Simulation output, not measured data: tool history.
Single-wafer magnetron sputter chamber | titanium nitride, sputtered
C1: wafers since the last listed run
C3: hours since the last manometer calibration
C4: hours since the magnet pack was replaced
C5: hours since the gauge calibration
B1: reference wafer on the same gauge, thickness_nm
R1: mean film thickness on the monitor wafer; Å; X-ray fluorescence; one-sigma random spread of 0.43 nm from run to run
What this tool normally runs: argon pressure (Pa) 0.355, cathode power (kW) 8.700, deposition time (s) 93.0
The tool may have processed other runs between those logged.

Run 1, hour 0.0: usual settings but argon pressure (Pa) 0.427; C1 0; wafers on the sputter target 1652; C3 1283.7; C4 8328.7; C5 949.0; B1 176.045. Result: R1 1653.25 Å.
Run 2, hour 47.0: usual settings but argon pressure (Pa) 0.425, cathode power (kW) 9.850; C1 816; wafers on the sputter target 2469; C3 1330.7; C4 8375.7; C5 996.0; B1 176.108. Result: R1 1861.31 Å.
Run 3, hour 73.9: usual settings but argon pressure (Pa) 0.460; C1 467; wafers on the sputter target 2937; C3 1357.6; C4 8402.6; C5 1022.9; B1 175.897. Result: R1 1642.43 Å.
Run 4, hour 127.8: usual settings but argon pressure (Pa) 0.460; C1 936; wafers on the sputter target 3874; C3 1411.5; C4 8456.5; C5 1076.8; B1 175.963. Result: R1 1643.99 Å.
Run 5, hour 176.7: usual settings but deposition time (s) 87.8; C1 849; wafers on the sputter target 4724; C3 1460.4; C4 8505.4; C5 1125.7; B1 176.110. Result: R1 1592.21 Å.
Run 6, hour 227.7: usual settings but deposition time (s) 87.8; C1 886; wafers on the sputter target 5610; C3 1511.4; C4 8556.4; C5 1176.7; B1 175.946. Result: R1 1603.08 Å.
Run 7, hour 263.6: usual settings but deposition time (s) 87.8; C1 624; wafers on the sputter target 6234; C3 1547.3; C4 8592.3; C5 1212.6; B1 175.947. Result: R1 1595.15 Å.
At hour 298.1: sputter target and shields replaced.
Run 8, hour 323.6: usual settings but cathode power (kW) 9.950; C1 903; wafers on the sputter target 443; C3 1607.3; C4 8652.3; C5 1272.6; B1 176.040. Result: R1 1918.43 Å.
Run 9, hour 352.5: usual settings; C1 502; wafers on the sputter target 945; C3 1636.2; C4 8681.2; C5 1301.5; B1 175.965. Result: R1 1690.36 Å.
Run 10, hour 404.9: usual settings; C1 910; wafers on the sputter target 1856; C3 1688.6; C4 8733.6; C5 1353.9; B1 176.045. Result: R1 1696.98 Å.
At hour 405.5: gauge calibrated.
Run 11, hour 470.4: usual settings but argon pressure (Pa) 0.400; C1 1138; wafers on the sputter target 2994; C3 1754.1; C4 8799.1; C5 64.9; B1 176.032. Result: R1 1672.37 Å.
Run 12, hour 515.9: usual settings but argon pressure (Pa) 0.400; C1 790; wafers on the sputter target 3785; C3 1799.6; C4 8844.6; C5 110.4; B1 175.956. Result: R1 1670.98 Å.
Run 13, hour 574.7: usual settings but cathode power (kW) 9.150, deposition time (s) 86.0; C1 1022; wafers on the sputter target 4807; C3 1858.4; C4 8903.4; C5 169.2; B1 176.035. Result: R1 1640.22 Å.
Run 14, hour 622.4: usual settings; C1 829; wafers on the sputter target 5636; C3 1906.1; C4 8951.1; C5 216.9; B1 176.048. Result: R1 1690.76 Å.
At hour 658.3: sputter target and shields replaced.
Run 15, hour 686.7: usual settings; C1 978; wafers on the sputter target 493; C3 1970.4; C4 9015.4; C5 281.2; B1 176.054. Result: R1 1690.26 Å.
Run 16, hour 740.8: usual settings; C1 940; wafers on the sputter target 1433; C3 2024.5; C4 9069.5; C5 335.3; B1 176.151. Result: R1 1697.27 Å.
Run 17, hour 800.8: usual settings; C1 1042; wafers on the sputter target 2476; C3 2084.5; C4 9129.5; C5 395.3; B1 176.012. Result: R1 1696.24 Å.
Run 18, hour 848.2: usual settings; C1 823; wafers on the sputter target 3300; C3 2131.9; C4 9176.9; C5 442.7; B1 175.869. Result: R1 1696.76 Å.
Run 19, hour 879.2: usual settings but argon pressure (Pa) 0.250, cathode power (kW) 9.350, deposition time (s) 78.6; C1 538; wafers on the sputter target 3839; C3 2162.9; C4 9207.9; C5 473.7; B1 176.003. Result: R1 1581.04 Å.
Run 20, hour 919.9: usual settings; C1 707; wafers on the sputter target 4546; C3 2203.6; C4 9248.6; C5 514.4; B1 176.093. Result: R1 1686.98 Å.
Run 21, hour 951.3: usual settings; C1 545; wafers on the sputter target 5092; C3 2235.0; C4 9280.0; C5 545.8; B1 175.954. Result: R1 1693.90 Å.
Run 22, hour 981.5: usual settings but cathode power (kW) 6.700, deposition time (s) 74.7; C1 524; wafers on the sputter target 5617; C3 2265.2; C4 9310.2; C5 576.0; B1 176.058. Result: R1 1075.78 Å.
Run 23, hour 1018.9: usual settings but argon pressure (Pa) 0.428, cathode power (kW) 7.450; C1 650; wafers on the sputter target 6267; C3 2302.6; C4 9347.6; C5 613.4; B1 175.835. Result: R1 1430.21 Å.
At hour 1050.9: sputter target and shields replaced.
At hour 1054.5: magnet pack replaced.
Run 24, hour 1055.0: usual settings but cathode power (kW) 7.750; C1 424; wafers on the sputter target 7; C3 2338.7; C4 0.5; C5 649.5; B1 175.882. Result: R1 1520.83 Å.
Run 25, hour 1081.0: usual settings but argon pressure (Pa) 0.213, cathode power (kW) 6.750; C1 451; wafers on the sputter target 459; C3 2364.7; C4 26.5; C5 675.5; B1 175.945. Result: R1 1401.37 Å.
Run 26, hour 1143.6: usual settings but argon pressure (Pa) 0.396, deposition time (s) 81.8; C1 1088; wafers on the sputter target 1547; C3 2427.3; C4 89.1; C5 738.1; B1 176.021. Result: R1 1467.45 Å.
At hour 1177.7: capacitance manometer re-zeroed and calibrated.
Run 27, hour 1199.8: usual settings; C1 837; wafers on the sputter target 2385; C3 22.1; C4 145.3; C5 794.3; B1 176.070. Result: R1 1709.92 Å.
Run 28, hour 1232.1: usual settings; C1 561; wafers on the sputter target 2947; C3 54.4; C4 177.6; C5 826.6; B1 176.115. Result: R1 1711.82 Å.
Run 29, hour 1267.0: usual settings but argon pressure (Pa) 0.421, cathode power (kW) 7.650, deposition time (s) 79.1; C1 606; wafers on the sputter target 3553; C3 89.3; C4 212.5; C5 861.5; B1 175.888. Result: R1 1266.36 Å.
Run 30, hour 1307.9: usual settings but argon pressure (Pa) 0.216, cathode power (kW) 7.300, deposition time (s) 76.4; C1 710; wafers on the sputter target 4264; C3 130.2; C4 253.4; C5 902.4; B1 176.034. Result: R1 1238.53 Å.
Run 31, hour 1374.3: usual settings; C1 1154; wafers on the sputter target 5418; C3 196.6; C4 319.8; C5 968.8; B1 176.043. Result: R1 1714.70 Å.
Run 32, hour 1414.9: usual settings but cathode power (kW) 6.850; C1 705; wafers on the sputter target 6124; C3 237.2; C4 360.4; C5 1009.4; B1 176.148. Result: R1 1371.27 Å.
Run 33, hour 1466.6: usual settings but argon pressure (Pa) 0.247, cathode power (kW) 7.050, deposition time (s) 101.8; C1 898; wafers on the sputter target 7023; C3 288.9; C4 412.1; C5 1061.1; B1 176.078. Result: R1 1590.76 Å.
At hour 1480.8: sputter target and shields replaced.
Run 34, hour 1498.9: usual settings but argon pressure (Pa) 0.474, cathode power (kW) 7.200; C1 422; wafers on the sputter target 314; C3 321.2; C4 444.4; C5 1093.4; B1 176.035. Result: R1 1386.14 Å.
Run 35, hour 1530.1: usual settings but argon pressure (Pa) 0.461, cathode power (kW) 7.950; C1 542; wafers on the sputter target 856; C3 352.4; C4 475.6; C5 1124.6; B1 175.910. Result: R1 1525.40 Å.

Hidden state at the last listed run before each entry between runs and at the first one after, where it differs:
In the gap between runs 7 and 8: sputter target and shields replaced (hour 298.1)
  true argon pressure above the setpoint (%): 11.9 -> 12
  measured value less the no-hidden-state value, R1: -18.40 -> -22.46 Å
In the gap between runs 10 and 11: gauge calibrated (hour 405.5)
  true argon pressure above the setpoint (%): 12.3 -> 12.4
  measured value less the no-hidden-state value, R1: -20.23 -> -22.00 Å
In the gap between runs 14 and 15: sputter target and shields replaced (hour 658.3)
  true argon pressure above the setpoint (%): 12.8 -> 12.9
  measured value less the no-hidden-state value, R1: -20.97 -> -21.17 Å
In the gap between runs 23 and 24: sputter target and shields replaced (hour 1050.9); magnet pack replaced (hour 1054.5)
  nothing in the hidden state changes from one run to the other
  measured value less the no-hidden-state value, R1: -21.29 -> -19.87 Å
In the gap between runs 26 and 27: capacitance manometer re-zeroed and calibrated (hour 1177.7)
  true argon pressure above the setpoint (%): 13.5 -> -0.714
  measured value less the no-hidden-state value, R1: -20.88 -> +1.18 Å
In the gap between runs 33 and 34: sputter target and shields replaced (hour 1480.8)
  true argon pressure above the setpoint (%): 3.4 -> 3.81
  measured value less the no-hidden-state value, R1: -4.11 -> -6.32 Å

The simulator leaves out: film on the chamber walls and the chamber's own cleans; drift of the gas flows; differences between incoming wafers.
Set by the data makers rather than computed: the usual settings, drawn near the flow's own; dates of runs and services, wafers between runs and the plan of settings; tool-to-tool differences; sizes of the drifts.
